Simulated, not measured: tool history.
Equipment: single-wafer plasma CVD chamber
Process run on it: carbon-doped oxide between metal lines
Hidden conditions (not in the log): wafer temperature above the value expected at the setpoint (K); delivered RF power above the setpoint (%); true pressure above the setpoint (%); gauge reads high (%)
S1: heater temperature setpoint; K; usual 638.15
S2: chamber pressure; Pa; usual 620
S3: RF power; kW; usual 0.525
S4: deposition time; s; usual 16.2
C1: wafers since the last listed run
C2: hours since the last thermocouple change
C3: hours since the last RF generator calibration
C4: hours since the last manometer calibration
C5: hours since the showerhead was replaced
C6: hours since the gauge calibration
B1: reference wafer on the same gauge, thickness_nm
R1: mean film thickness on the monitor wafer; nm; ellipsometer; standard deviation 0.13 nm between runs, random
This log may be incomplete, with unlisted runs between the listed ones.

run   hour      S1   S2     S3    S4   C1     C2      C3      C4      C5     C6      B1      R1
  1    0.0  638.15  620  0.525  16.2    0  836.8  2491.3  1535.2  4139.0  246.8  83.739  84.728
  2   12.2  627.15  620  0.525  16.2  360  849.0  2503.5  1547.4  4151.2  259.0  83.765  87.399
  3   27.6  627.15  620  0.525  16.2  455  864.4  2518.9  1562.8  4166.6  274.4  83.781  87.344
  4   33.8  634.15  620  0.525  16.2  183  870.6  2525.1  1569.0  4172.8  280.6  83.812  85.756
  5   49.5  634.15  620  0.525  16.2  464  886.3  2540.8  1584.7  4188.5  296.3  83.827  85.900
  6   58.4  634.15  620  0.525  16.2  263  895.2  2549.7  1593.6  4197.4  305.2  83.724  85.787
  7   73.3  638.15  620  0.525  16.2  440  910.1  2564.6  1608.5  4212.3  320.1  83.786  85.077
      89.2  -- showerhead replaced
      93.9  -- RF generator calibrated
  8   94.4  638.15  620  0.525  16.2  247  931.2     0.5  1629.6     5.2  341.2  83.825  85.105
  9   94.7  638.15  620  0.525  16.2    8  931.5     0.8  1629.9     5.5  341.5  83.814  85.221
 10   95.5  638.15  620  0.525  16.2   23  932.3     1.6  1630.7     6.3  342.3  83.803  85.106
     105.0  -- thermocouple changed; heater temperature recalibrated
     110.5  -- capacitance manometer re-zeroed and calibrated
 11  111.0  644.15  620  0.460  13.1   61    6.0    17.1     0.5    21.8  357.8  83.854  64.181
 12  117.0  638.15  739  0.620  17.5  177   12.0    23.1     6.5    27.8  363.8  83.781  99.827
 13  127.2  638.15  699  0.470  18.4  301   22.2    33.3    16.7    38.0  374.0  83.869  93.651
 14  135.5  638.15  620  0.525  16.2  245   30.5    41.6    25.0    46.3  382.3  83.820  84.175
 15  143.4  638.15  620  0.525  16.2  233   38.4    49.5    32.9    54.2  390.2  83.839  84.146
 16  150.0  630.15  620  0.525  13.2  195   45.0    56.1    39.5    60.8  396.8  83.844  70.135
 17  165.9  651.15  540  0.525  18.2  470   60.9    72.0    55.4    76.7  412.7  83.883  89.215
 18  182.0  638.15  620  0.525  13.6  476   77.0    88.1    71.5    92.8  428.8  83.751  70.859
 19  193.6  638.15  565  0.485  16.2  343   88.6    99.7    83.1   104.4  440.4  83.800  80.160
 20  220.9  644.15  620  0.460  16.2  807  115.9   127.0   110.4   131.7  467.7  83.752  79.059
     228.1  -- gauge calibrated
 21  231.5  632.15  620  0.465  16.2  313  126.5   137.6   121.0   142.3    3.4  83.793  81.691
 22  238.8  644.15  716  0.485  16.2  215  133.8   144.9   128.3   149.6   10.7  83.804  82.725
 23  251.5  638.15  620  0.525  17.2  375  146.5   157.6   141.0   162.3   23.4  83.791  89.273
 24  263.4  638.15  620  0.470  16.2  352  158.4   169.5   152.9   174.2   35.3  83.814  80.782
 25  277.5  638.15  620  0.525  16.2  417  172.5   183.6   167.0   188.3   49.4  83.848  84.255
 26  285.6  638.15  620  0.525  16.2  239  180.6   191.7   175.1   196.4   57.5  83.826  84.202
 27  297.3  638.15  620  0.525  16.2  346  192.3   203.4   186.8   208.1   69.2  83.823  84.188
 28  310.3  646.15  515  0.610  13.3  384  205.3   216.4   199.8   221.1   82.2  83.717  69.507
 29  316.4  633.15  487  0.600  18.3  180  211.4   222.5   205.9   227.2   88.3  83.754  96.532
 30  331.8  638.15  496  0.460  16.2  455  226.8   237.9   221.3   242.6  103.7  83.777  76.954

Selected run-to-run steps in R1, each split into two signed amounts: the part the tool would show with no hidden state at all (from settings, incoming material and random variation), and the remainder, which goes to the hidden state together with any gauge scatter not common to the measured and the hidden-state-free results:
Run 1 -> 2: S1 638.15 -> 627.15. R1 +2.671 nm: hidden state +0.148, all else +2.523.
Run 10 -> 11: S1 638.15 -> 644.15, S3 0.525 -> 0.460, S4 16.2 -> 13.1, thermocouple changed; heater temperature recalibrated, capacitance manometer re-zeroed and calibrated. R1 -20.925 nm: hidden state -0.988, all else -19.937.
Run 11 -> 12: S1 644.15 -> 638.15, S2 620 -> 739, S3 0.460 -> 0.620, S4 13.1 -> 17.5. R1 +35.646 nm: hidden state +0.025, all else +35.621.
Run 28 -> 29: S1 646.15 -> 633.15, S2 515 -> 487, S3 0.610 -> 0.600, S4 13.3 -> 18.3. R1 +27.025 nm: hidden state +0.059, all else +26.966.
